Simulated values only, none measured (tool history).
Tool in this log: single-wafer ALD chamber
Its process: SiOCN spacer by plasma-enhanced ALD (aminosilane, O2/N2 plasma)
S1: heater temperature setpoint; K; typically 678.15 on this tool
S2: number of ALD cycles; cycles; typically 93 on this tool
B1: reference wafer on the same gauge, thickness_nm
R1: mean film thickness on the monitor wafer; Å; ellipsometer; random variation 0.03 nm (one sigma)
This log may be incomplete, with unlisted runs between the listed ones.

Run 1, hour 0.0: usual settings; B1 4.972. Result: R1 54.60 Å.
Run 2, hour 54.7: usual settings; B1 4.970. Result: R1 55.15 Å.
Run 3, hour 158.4: usual settings; B1 4.976. Result: R1 55.63 Å.
Run 4, hour 232.2: usual settings; B1 4.963. Result: R1 55.43 Å.
Run 5, hour 299.1: usual settings; B1 4.976. Result: R1 55.05 Å.
Run 6, hour 398.5: usual settings but S1 682.15 K; B1 4.980. Result: R1 54.18 Å.
Run 7, hour 549.8: usual settings; B1 4.972. Result: R1 54.84 Å.
Run 8, hour 629.1: usual settings; B1 4.962. Result: R1 55.22 Å.
Run 9, hour 671.9: usual settings; B1 4.965. Result: R1 54.60 Å.
Run 10, hour 732.7: usual settings but S2 107 cycles; B1 4.962. Result: R1 63.41 Å.
Run 11, hour 770.9: usual settings; B1 4.972. Result: R1 54.94 Å.
Run 12, hour 809.6: usual settings; B1 4.964. Result: R1 55.15 Å.
Run 13, hour 893.1: usual settings; B1 4.971. Result: R1 54.68 Å.
Run 14, hour 1071.1: usual settings but S2 84 cycles; B1 4.955. Result: R1 49.27 Å.
At hour 1274.2: gauge calibrated.
Run 15, hour 1384.3: usual settings; B1 4.972. Result: R1 54.71 Å.
Run 16, hour 1489.9: usual settings; B1 4.977. Result: R1 55.17 Å.
Run 17, hour 1786.5: usual settings; B1 4.971. Result: R1 55.01 Å.
Run 18, hour 1837.6: usual settings but S2 87 cycles; B1 4.973. Result: R1 51.39 Å.
Run 19, hour 1879.5: usual settings but S2 85 cycles; B1 4.973. Result: R1 50.96 Å.
Run 20, hour 1919.8: usual settings; B1 4.966. Result: R1 55.18 Å.
Run 21, hour 1962.0: usual settings; B1 4.975. Result: R1 54.80 Å.
At hour 1995.6: thermocouple changed; heater temperature recalibrated.
Run 22, hour 2007.9: usual settings but S1 667.15 K, S2 102 cycles; B1 4.967. Result: R1 60.56 Å.
Run 23, hour 2099.1: usual settings but S1 687.15 K, S2 106 cycles; B1 4.980. Result: R1 61.25 Å.
Run 24, hour 2182.0: usual settings but S1 682.15 K, S2 100 cycles; B1 4.988. Result: R1 58.25 Å.
Run 25, hour 2255.1: usual settings but S1 691.15 K, S2 102 cycles; B1 4.966. Result: R1 58.40 Å.
Run 26, hour 2304.5: usual settings but S1 684.15 K; B1 4.968. Result: R1 54.22 Å.
Run 27, hour 2385.9: usual settings; B1 4.960. Result: R1 55.63 Å.
Run 28, hour 2433.1: usual settings but S1 667.15 K, S2 86 cycles; B1 4.973. Result: R1 51.80 Å.
Run 29, hour 2473.5: usual settings but S1 690.15 K, S2 111 cycles; B1 4.970. Result: R1 63.23 Å.
Run 30, hour 2577.1: usual settings but S1 685.15 K, S2 74 cycles; B1 4.969. Result: R1 43.20 Å.
Run 31, hour 2637.0: usual settings but S1 663.15 K, S2 101 cycles; B1 4.969. Result: R1 60.20 Å.
Run 32, hour 2677.1: usual settings; B1 4.955. Result: R1 55.28 Å.
Run 33, hour 2988.2: usual settings but S1 689.15 K; B1 4.983. Result: R1 53.68 Å.
Run 34, hour 3060.6: usual settings but S1 667.15 K, S2 101 cycles; B1 4.968. Result: R1 60.66 Å.
Run 35, hour 3122.6: usual settings but S1 692.15 K, S2 105 cycles; B1 4.967. Result: R1 59.99 Å.
Run 36, hour 3179.0: usual settings but S1 665.15 K, S2 86 cycles; B1 4.966. Result: R1 51.94 Å.
Run 37, hour 3282.6: usual settings; B1 4.976. Result: R1 55.16 Å.

Below are 4 alternative next runs, each starting from the tool's condition after run 37. Predict each:
Run A, hour 3283.2: usual settings but S1 683.15 K; B1 ?. Result: R1 ?.
Run B, hour 3283.2: usual settings but S1 673.15 K; B1 ?. Result: R1 ?.
Run C, hour 3283.2: usual settings but S2 110 cycles; B1 ?. Result: R1 ?.
Run D, hour 3283.2: usual settings but S2 86 cycles; B1 ?. Result: R1 ?.

run     B1     R1
  A  4.972  54.23
  B  4.972  55.82
  C  4.972  65.09
  D  4.972  50.89
Take away the tool's hidden state, keep each run's random variation, and the runs would have read:
run     R1
  A  54.23
  B  55.82
  C  65.09
  D  50.89
